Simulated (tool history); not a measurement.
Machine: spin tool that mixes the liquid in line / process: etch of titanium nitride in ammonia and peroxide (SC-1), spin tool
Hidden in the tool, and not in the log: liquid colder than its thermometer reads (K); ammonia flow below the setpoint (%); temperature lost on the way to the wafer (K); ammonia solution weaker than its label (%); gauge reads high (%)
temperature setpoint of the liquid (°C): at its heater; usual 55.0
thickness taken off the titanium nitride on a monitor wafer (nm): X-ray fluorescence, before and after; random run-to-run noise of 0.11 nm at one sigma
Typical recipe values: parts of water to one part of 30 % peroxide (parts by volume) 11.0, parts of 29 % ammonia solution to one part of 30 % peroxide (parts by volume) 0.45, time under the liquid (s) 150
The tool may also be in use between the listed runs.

run     day  temperature setpoint of the liquid (°C)  parts of water to one part of 30 % peroxide (parts by volume)  parts of 29 % ammonia solution to one part of 30 % peroxide (parts by volume)  time under the liquid (s)  wafers since the last listed run  hours since the thermometer was replaced  hours since the ammonia flow meter was replaced  hours since the heated supply line was repaired  hours since the drum of ammonia solution was connected  hours since the gauge calibration  read-back film thickness of the titanium nitride reference wafer, read on the same gauge (nm)  thickness taken off the titanium nitride on a monitor wafer (nm)
  1   0.000                                     55.0                                                           11.0                                                                           0.45                        150                                 0                                    1747.5                                            892.9                                           3366.7                                                  1177.9                              924.8                                                                                          80.02                                                              8.05
  2   1.362                                     55.0                                                           11.0                                                                           0.45                        150                               159                                    1780.2                                            925.6                                           3399.4                                                  1210.6                              957.5                                                                                          80.02                                                              7.96
  3   2.508                                     55.0                                                           11.0                                                                           0.45                        150                               134                                    1807.7                                            953.1                                           3426.9                                                  1238.1                              985.0                                                                                          80.02                                                              7.93
      3.229  -- new drum of ammonia solution connected
      3.533  -- gauge calibrated
  4   3.779                                     50.5                                                           11.0                                                                           0.45                        150                               143                                    1838.2                                            983.6                                           3457.4                                                    13.2                                5.9                                                                                          80.05                                                              5.76
      4.875  -- heated supply line repaired
  5   4.896                                     50.5                                                           11.0                                                                           0.45                        150                               125                                    1865.0                                           1010.4                                              0.5                                                    40.0                               32.7                                                                                          80.03                                                              7.02
  6   5.567                                     55.0                                                           11.0                                                                           0.45                        150                                78                                    1881.1                                           1026.5                                             16.6                                                    56.1                               48.8                                                                                          80.00                                                              9.40
  7   6.812                                     55.0                                                           11.0                                                                           0.35                        150                               145                                    1911.0                                           1056.4                                             46.5                                                    86.0                               78.7                                                                                          80.07                                                              9.09
  8   8.188                                     48.0                                                           11.0                                                                           0.45                         80                               160                                    1944.0                                           1089.4                                             79.5                                                   119.0                              111.7                                                                                          80.01                                                              3.17
      9.254  -- thermometer replaced
  9   9.629                                     55.0                                                           11.0                                                                           0.45                         60                               163                                       9.0                                           1124.0                                            114.1                                                   153.6                              146.3                                                                                          79.96                                                              4.55
 10  10.617                                     55.0                                                           11.0                                                                           0.45                        150                               115                                      32.7                                           1147.7                                            137.8                                                   177.3                              170.0                                                                                          80.01                                                             11.37
     11.062  -- ammonia flow meter replaced
 11  12.046                                     60.0                                                           15.0                                                                           0.60                         75                               162                                      67.0                                             23.6                                            172.1                                                   211.6                              204.3                                                                                          80.00                                                              6.97
 12  12.671                                     50.0                                                           11.0                                                                           0.60                        150                                73                                      82.0                                             38.6                                            187.1                                                   226.6                              219.3                                                                                          79.99                                                              8.32
 13  13.971                                     55.0                                                           11.0                                                                           0.25                         85                               152                                     113.2                                             69.8                                            218.3                                                   257.8                              250.5                                                                                          80.00                                                              5.66
 14  14.754                                     52.5                                                            9.0                                                                           0.45                        115                                91                                     132.0                                             88.6                                            237.1                                                   276.6                              269.3                                                                                          80.02                                                              8.10
 15  15.625                                     55.0                                                            9.0                                                                           0.45                        150                               101                                     152.9                                            109.5                                            258.0                                                   297.5                              290.2                                                                                          80.01                                                             12.04
 16  17.108                                     55.0                                                           12.5                                                                           0.25                        150                               173                                     188.5                                            145.1                                            293.6                                                   333.1                              325.8                                                                                          80.02                                                              9.38
 17  17.858                                     55.0                                                            6.0                                                                           0.40                        125                                87                                     206.5                                            163.1                                            311.6                                                   351.1                              343.8                                                                                          80.01                                                             12.20
 18  19.329                                     47.0                                                            6.0                                                                           0.55                        220                               172                                     241.8                                            198.4                                            346.9                                                   386.4                              379.1                                                                                          80.03                                                             12.95
 19  20.321                                     59.0                                                           11.0                                                                           0.60                        150                               116                                     265.6                                            222.2                                            370.7                                                   410.2                              402.9                                                                                          80.05                                                             15.08
 20  21.104                                     46.0                                                           11.0                                                                           0.45                        235                                91                                     284.4                                            241.0                                            389.5                                                   429.0                              421.7                                                                                          79.94                                                              9.27
 21  22.108                                     52.0                                                           11.0                                                                           0.45                        150                               117                                     308.5                                            265.1                                            413.6                                                   453.1                              445.8                                                                                          80.05                                                              8.87
 22  25.888                                     50.0                                                           11.0                                                                           0.60                        150                               442                                     399.2                                            355.8                                            504.3                                                   543.8                              536.5                                                                                          80.02                                                              8.01
 23  26.400                                     55.0                                                           11.0                                                                           0.45                         60                                59                                     411.5                                            368.1                                            516.6                                                   556.1                              548.8                                                                                          80.00                                                              4.34
 24  27.221                                     55.0                                                           11.0                                                                           0.45                        150                                96                                     431.2                                            387.8                                            536.3                                                   575.8                              568.5                                                                                          79.98                                                             10.72

For some of the steps in thickness taken off the titanium nitride on a monitor wafer (nm) from one run to the next: how much would appear even if the tool had no hidden state, given the settings, what came in and random variation, and how much remains for the hidden state plus any gauge scatter that the measured result and the result without hidden state don't share?
Run 4 -> 5: heated supply line repaired. thickness taken off the titanium nitride on a monitor wafer (nm) +1.26: hidden state +1.26, all else +0.00.
Run 7 -> 8: temperature setpoint of the liquid (°C) 55.0 -> 48.0, parts of 29 % ammonia solution to one part of 30 % peroxide (parts by volume) 0.35 -> 0.45, time under the liquid (s) 150 -> 80. thickness taken off the titanium nitride on a monitor wafer (nm) -5.92: hidden state +1.11, all else -7.03.
Run 9 -> 10: time under the liquid (s) 60 -> 150. thickness taken off the titanium nitride on a monitor wafer (nm) +6.82: hidden state -0.12, all else +6.94.
Run 23 -> 24: time under the liquid (s) 60 -> 150. thickness taken off the titanium nitride on a monitor wafer (nm) +6.38: hidden state -0.47, all else +6.85.
